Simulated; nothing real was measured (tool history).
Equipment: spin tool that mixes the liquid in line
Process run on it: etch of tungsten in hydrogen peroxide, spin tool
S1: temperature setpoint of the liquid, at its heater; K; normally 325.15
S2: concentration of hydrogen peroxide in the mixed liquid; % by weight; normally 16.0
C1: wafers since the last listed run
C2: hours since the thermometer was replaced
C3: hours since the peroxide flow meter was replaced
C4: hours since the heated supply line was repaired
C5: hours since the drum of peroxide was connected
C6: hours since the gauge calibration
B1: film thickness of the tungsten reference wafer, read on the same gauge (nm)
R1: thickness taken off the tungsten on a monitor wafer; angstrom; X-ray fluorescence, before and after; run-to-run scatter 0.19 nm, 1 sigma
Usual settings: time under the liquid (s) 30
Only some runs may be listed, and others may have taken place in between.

{"run": 1, "day": 0.0, "S1": 325.15, "S2": 13.5, "time under the liquid (s)": 30, "C1": 0, "C2": 1186.5, "C3": 471.7, "C4": 1795.3, "C5": 647.5, "C6": 637.4, "B1": 40.0, "R1": 210.2}
{"run": 2, "day": 2.425, "S1": 325.15, "S2": 13.5, "time under the liquid (s)": 30, "C1": 732, "C2": 1244.7, "C3": 529.9, "C4": 1853.5, "C5": 705.7, "C6": 695.6, "B1": 39.99, "R1": 208.6}
{"run": 3, "day": 4.242, "S1": 325.15, "S2": 16.0, "time under the liquid (s)": 30, "C1": 548, "C2": 1288.3, "C3": 573.5, "C4": 1897.1, "C5": 749.3, "C6": 739.2, "B1": 40.04, "R1": 228.0}
{"run": 4, "day": 6.125, "S1": 325.15, "S2": 16.0, "time under the liquid (s)": 30, "C1": 568, "C2": 1333.5, "C3": 618.7, "C4": 1942.3, "C5": 794.5, "C6": 784.4, "B1": 39.99, "R1": 226.6}
{"run": 5, "day": 7.758, "S1": 325.15, "S2": 16.0, "time under the liquid (s)": 30, "C1": 493, "C2": 1372.7, "C3": 657.9, "C4": 1981.5, "C5": 833.7, "C6": 823.6, "B1": 40.0, "R1": 228.0}
{"run": 6, "day": 10.642, "S1": 325.15, "S2": 16.0, "time under the liquid (s)": 30, "C1": 870, "C2": 1441.9, "C3": 727.1, "C4": 2050.7, "C5": 902.9, "C6": 892.8, "B1": 40.0, "R1": 229.3}
{"run": 7, "day": 13.208, "S1": 325.15, "S2": 16.0, "time under the liquid (s)": 30, "C1": 775, "C2": 1503.5, "C3": 788.7, "C4": 2112.3, "C5": 964.5, "C6": 954.4, "B1": 39.98, "R1": 222.2}
{"run": 8, "day": 14.442, "S1": 325.15, "S2": 16.0, "time under the liquid (s)": 30, "C1": 372, "C2": 1533.1, "C3": 818.3, "C4": 2141.9, "C5": 994.1, "C6": 984.0, "B1": 40.01, "R1": 227.5}
{"run": 9, "day": 16.129, "S1": 325.15, "S2": 16.0, "time under the liquid (s)": 30, "C1": 509, "C2": 1573.6, "C3": 858.8, "C4": 2182.4, "C5": 1034.6, "C6": 1024.5, "B1": 40.0, "R1": 225.2}
{"day": 17.275, "done": "heated supply line repaired"}
{"day": 17.396, "done": "new drum of peroxide connected"}
{"run": 10, "day": 19.029, "S1": 325.15, "S2": 16.0, "time under the liquid (s)": 30, "C1": 850, "C2": 1643.2, "C3": 928.4, "C4": 42.1, "C5": 39.2, "C6": 1094.1, "B1": 39.99, "R1": 248.5}
{"run": 11, "day": 20.888, "S1": 317.65, "S2": 16.0, "time under the liquid (s)": 35, "C1": 561, "C2": 1687.8, "C3": 973.0, "C4": 86.7, "C5": 83.8, "C6": 1138.7, "B1": 39.99, "R1": 181.1}
{"run": 12, "day": 23.4, "S1": 317.65, "S2": 16.0, "time under the liquid (s)": 35, "C1": 758, "C2": 1748.1, "C3": 1033.3, "C4": 147.0, "C5": 144.1, "C6": 1199.0, "B1": 40.01, "R1": 180.1}
{"day": 23.85, "done": "thermometer replaced"}
{"day": 23.971, "done": "gauge calibrated"}
{"run": 13, "day": 25.092, "S1": 321.65, "S2": 16.0, "time under the liquid (s)": 45, "C1": 498, "C2": 29.8, "C3": 1073.9, "C4": 187.6, "C5": 184.7, "C6": 26.9, "B1": 39.99, "R1": 295.2}
{"run": 14, "day": 26.354, "S1": 325.15, "S2": 19.5, "time under the liquid (s)": 50, "C1": 381, "C2": 60.1, "C3": 1104.2, "C4": 217.9, "C5": 215.0, "C6": 57.2, "B1": 39.99, "R1": 449.2}
{"run": 15, "day": 27.962, "S1": 320.65, "S2": 14.5, "time under the liquid (s)": 50, "C1": 485, "C2": 98.7, "C3": 1142.8, "C4": 256.5, "C5": 253.6, "C6": 95.8, "B1": 39.99, "R1": 293.5}
{"day": 28.412, "done": "peroxide flow meter replaced"}
{"run": 16, "day": 30.208, "S1": 328.15, "S2": 18.0, "time under the liquid (s)": 15, "C1": 665, "C2": 152.6, "C3": 43.1, "C4": 310.4, "C5": 307.5, "C6": 149.7, "B1": 40.04, "R1": 153.6}
{"run": 17, "day": 32.758, "S1": 325.15, "S2": 19.0, "time under the liquid (s)": 20, "C1": 770, "C2": 213.8, "C3": 104.3, "C4": 371.6, "C5": 368.7, "C6": 210.9, "B1": 39.97, "R1": 178.9}
{"run": 18, "day": 34.333, "S1": 321.15, "S2": 18.5, "time under the liquid (s)": 30, "C1": 475, "C2": 251.6, "C3": 142.1, "C4": 409.4, "C5": 406.5, "C6": 248.7, "B1": 39.99, "R1": 204.2}
{"run": 19, "day": 35.479, "S1": 325.15, "S2": 16.0, "time under the liquid (s)": 30, "C1": 346, "C2": 279.1, "C3": 169.6, "C4": 436.9, "C5": 434.0, "C6": 276.2, "B1": 40.01, "R1": 241.8}
{"run": 20, "day": 37.108, "S1": 321.15, "S2": 21.0, "time under the liquid (s)": 45, "C1": 492, "C2": 318.2, "C3": 208.7, "C4": 476.0, "C5": 473.1, "C6": 315.3, "B1": 40.01, "R1": 328.1}
{"run": 21, "day": 39.4, "S1": 317.15, "S2": 12.0, "time under the liquid (s)": 20, "C1": 692, "C2": 373.2, "C3": 263.7, "C4": 531.0, "C5": 528.1, "C6": 370.3, "B1": 39.98, "R1": 85.1}
{"run": 22, "day": 41.954, "S1": 330.15, "S2": 14.5, "time under the liquid (s)": 30, "C1": 771, "C2": 434.5, "C3": 325.0, "C4": 592.3, "C5": 589.4, "C6": 431.6, "B1": 40.01, "R1": 309.2}
{"run": 23, "day": 43.946, "S1": 328.65, "S2": 16.0, "time under the liquid (s)": 30, "C1": 601, "C2": 482.3, "C3": 372.8, "C4": 640.1, "C5": 637.2, "C6": 479.4, "B1": 39.98, "R1": 293.7}
{"run": 24, "day": 45.375, "S1": 325.15, "S2": 16.0, "time under the liquid (s)": 30, "C1": 431, "C2": 516.6, "C3": 407.1, "C4": 674.4, "C5": 671.5, "C6": 513.7, "B1": 40.02, "R1": 242.8}

Branching from run 24: 5 alternative next runs. What would each branch give?
{"run": "A", "day": 45.392, "S1": 325.15, "S2": 16.0, "time under the liquid (s)": 30, "C1": 5, "C2": 517.0, "C3": 407.5, "C4": 674.8, "C5": 671.9, "C6": 514.1, "B1": "?", "R1": "?"}
{"run": "B", "day": 45.392, "S1": 328.65, "S2": 18.0, "time under the liquid (s)": 30, "C1": 5, "C2": 517.0, "C3": 407.5, "C4": 674.8, "C5": 671.9, "C6": 514.1, "B1": "?", "R1": "?"}
{"run": "C", "day": 45.392, "S1": 325.15, "S2": 16.0, "time under the liquid (s)": 15, "C1": 5, "C2": 517.0, "C3": 407.5, "C4": 674.8, "C5": 671.9, "C6": 514.1, "B1": "?", "R1": "?"}
{"run": "D", "day": 45.392, "S1": 316.65, "S2": 13.5, "time under the liquid (s)": 30, "C1": 5, "C2": 517.0, "C3": 407.5, "C4": 674.8, "C5": 671.9, "C6": 514.1, "B1": "?", "R1": "?"}
{"run": "E", "day": 45.392, "S1": 329.15, "S2": 20.0, "time under the liquid (s)": 45, "C1": 5, "C2": 517.0, "C3": 407.5, "C4": 674.8, "C5": 671.9, "C6": 514.1, "B1": "?", "R1": "?"}

run=A B1=40.02 R1=245.6
run=B B1=40.02 R1=321.3
run=C B1=40.02 R1=122.8
run=D B1=40.02 R1=133.0
run=E B1=40.02 R1=523.2
Had the tool no hidden state, the same runs would have come out as:
run=A R1=252.5
run=B R1=330.1
run=C R1=126.3
run=D R1=137.0
run=E R1=537.6
